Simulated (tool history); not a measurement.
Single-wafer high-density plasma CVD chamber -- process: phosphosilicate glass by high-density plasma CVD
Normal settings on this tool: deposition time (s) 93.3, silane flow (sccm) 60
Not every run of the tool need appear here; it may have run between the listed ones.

| run | hour | deposition time (s) | silane flow (sccm) | read-back reference wafer on the same gauge, thickness_nm | mean film thickness on the monitor wafer (Å) |
|---|---|---|---|---|---|
| 1 | 0.0 | 93.3 | 53 | 601.221 | 4872.65 |
| 2 | 90.3 | 93.3 | 60 | 601.924 | 5434.20 |
| 3 | 152.0 | 93.3 | 60 | 600.430 | 5495.11 |
| 4 | 221.9 | 80.3 | 60 | 600.613 | 4675.96 |
| 5 | 314.2 | 80.3 | 60 | 600.915 | 4707.66 |
| 6 | 396.5 | 93.3 | 60 | 599.522 | 5475.56 |
| 7 | 439.4 | 93.3 | 60 | 601.790 | 5440.64 |
| 8 | 509.7 | 93.3 | 60 | 600.284 | 5470.96 |
| 9 | 672.2 | 87.9 | 60 | 600.520 | 5202.79 |
| 10 | 733.1 | 87.9 | 60 | 601.385 | 5167.14 |
|  | 884.5 | gauge calibrated |
| 11 | 1049.9 | 87.9 | 60 | 600.877 | 5207.50 |
| 12 | 1105.3 | 93.3 | 60 | 600.347 | 5524.72 |
| 13 | 1143.0 | 93.3 | 60 | 601.333 | 5514.82 |
| 14 | 1239.3 | 79.8 | 64 | 600.397 | 5008.34 |
| 15 | 1284.0 | 87.9 | 53 | 599.988 | 4666.95 |
| 16 | 1350.9 | 85.8 | 56 | 600.316 | 4766.26 |
| 17 | 1437.6 | 93.3 | 66 | 600.789 | 6048.96 |
| 18 | 1504.0 | 84.5 | 65 | 600.931 | 5448.76 |
| 19 | 1591.0 | 85.0 | 60 | 601.753 | 5075.49 |
|  | 1605.2 | silane flow controller replaced |
| 20 | 1678.3 | 88.3 | 48 | 600.385 | 4217.90 |
| 21 | 1729.4 | 93.3 | 49 | 600.728 | 4522.75 |
| 22 | 1767.6 | 93.3 | 60 | 601.636 | 5393.86 |
| 23 | 1837.8 | 93.3 | 54 | 601.461 | 4887.89 |
| 24 | 1936.9 | 102.5 | 60 | 600.282 | 5879.09 |
| 25 | 2006.3 | 79.9 | 57 | 601.839 | 4423.75 |
| 26 | 2087.9 | 93.3 | 60 | 600.666 | 5399.69 |

Predict each of these 5 candidate next runs independently; none follows another, all start after run 26:
| A | 2088.3 | 93.3 | 72 | ? | ? |
| B | 2088.3 | 93.3 | 69 | ? | ? |
| C | 2088.3 | 83.5 | 49 | ? | ? |
| D | 2088.3 | 77.8 | 60 | ? | ? |
| E | 2088.3 | 106.2 | 60 | ? | ? |

| run | read-back reference wafer on the same gauge, thickness_nm | mean film thickness on the monitor wafer (Å) |
|---|---|---|
| A | 600.870 | 6317.13 |
| B | 600.870 | 6085.10 |
| C | 600.870 | 4061.52 |
| D | 600.870 | 4493.72 |
| E | 600.870 | 6134.09 |
What these runs would have given with no unlogged condition in the tool:
| run | mean film thickness on the monitor wafer (Å) |
|---|---|
| A | 6311.17 |
| B | 6079.35 |
| C | 4057.68 |
| D | 4489.47 |
| E | 6128.30 |
